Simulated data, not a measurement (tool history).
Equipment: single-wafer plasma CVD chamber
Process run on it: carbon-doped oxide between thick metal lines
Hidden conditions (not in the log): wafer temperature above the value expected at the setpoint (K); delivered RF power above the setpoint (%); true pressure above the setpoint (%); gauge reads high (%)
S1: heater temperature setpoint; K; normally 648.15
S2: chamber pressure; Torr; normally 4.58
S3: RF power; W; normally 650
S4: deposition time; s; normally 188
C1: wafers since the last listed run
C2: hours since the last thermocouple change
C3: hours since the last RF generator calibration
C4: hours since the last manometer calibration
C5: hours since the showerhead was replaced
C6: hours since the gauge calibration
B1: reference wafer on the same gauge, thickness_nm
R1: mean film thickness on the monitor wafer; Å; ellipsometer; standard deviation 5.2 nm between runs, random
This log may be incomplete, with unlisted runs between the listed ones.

run	hour	S1	S2	S3	S4	C1	C2	C3	C4	C5	C6	B1	R1
1	0	648.15	4.58	650	188	0	487	192.9	1620.9	2735.8	77.2	836.179	8592.27
2	32.2	648.15	4.58	650	188	277	519.2	225.1	1653.1	2768	109.4	835.518	8409.8
3	56.9	648.15	4.58	650	188	213	543.9	249.8	1677.8	2792.7	134.1	837.341	8543.63
4	119.1	643.15	4.58	650	188	536	606.1	312	1740	2854.9	196.3	835.292	8578.96
5	172.5	643.15	4.58	650	188	460	659.5	365.4	1793.4	2908.3	249.7	836.054	8567.21
6	219.5	648.15	4.58	650	188	405	706.5	412.4	1840.4	2955.3	296.7	833.81	8378.79
7	260.9	648.15	4.58	650	188	357	747.9	453.8	1881.8	2996.7	338.1	836.713	8360.56
# hour 308.4: showerhead replaced, of another model than before
8	308.9	648.15	4.58	650	165	345	795.9	501.8	1929.8	0.5	386.1	837.025	7403.02
9	332.5	648.15	4.58	650	165	203	819.5	525.4	1953.4	24.1	409.7	835.184	7413.87
# hour 363: gauge calibrated
10	400.9	648.15	4.58	650	165	590	887.9	593.8	2021.8	92.5	37.9	836.768	7393.39
11	461.5	643.15	4.58	650	188	522	948.5	654.4	2082.4	153.1	98.5	836.79	8510.7
12	532.2	658.15	4.58	540	188	610	1019.2	725.1	2153.1	223.8	169.2	837.795	7828.08
# hour 578.8: thermocouple changed; heater temperature recalibrated
# hour 593.1: capacitance manometer re-zeroed and calibrated
13	593.6	648.15	4.58	650	188	391	14.8	786.5	0.5	285.2	230.6	836.149	8478.1
# hour 618: RF generator calibrated
14	632.4	648.15	4.58	650	188	265	53.6	14.4	39.3	324	269.4	837.122	8723.51
15	700.1	655.15	4.58	650	188	584	121.3	82.1	107	391.7	337.1	835.543	8455.2

Predict the results of run 16:
16	758.7	648.15	4.58	690	188	505	179.9	140.7	165.6	450.3	395.7	?	?

{"run 16": {"B1": 835.545, "R1": 8722.98}}
Were there no unlogged condition in the tool, this run, its random variation unchanged, would have produced R1 8825.88 Å.
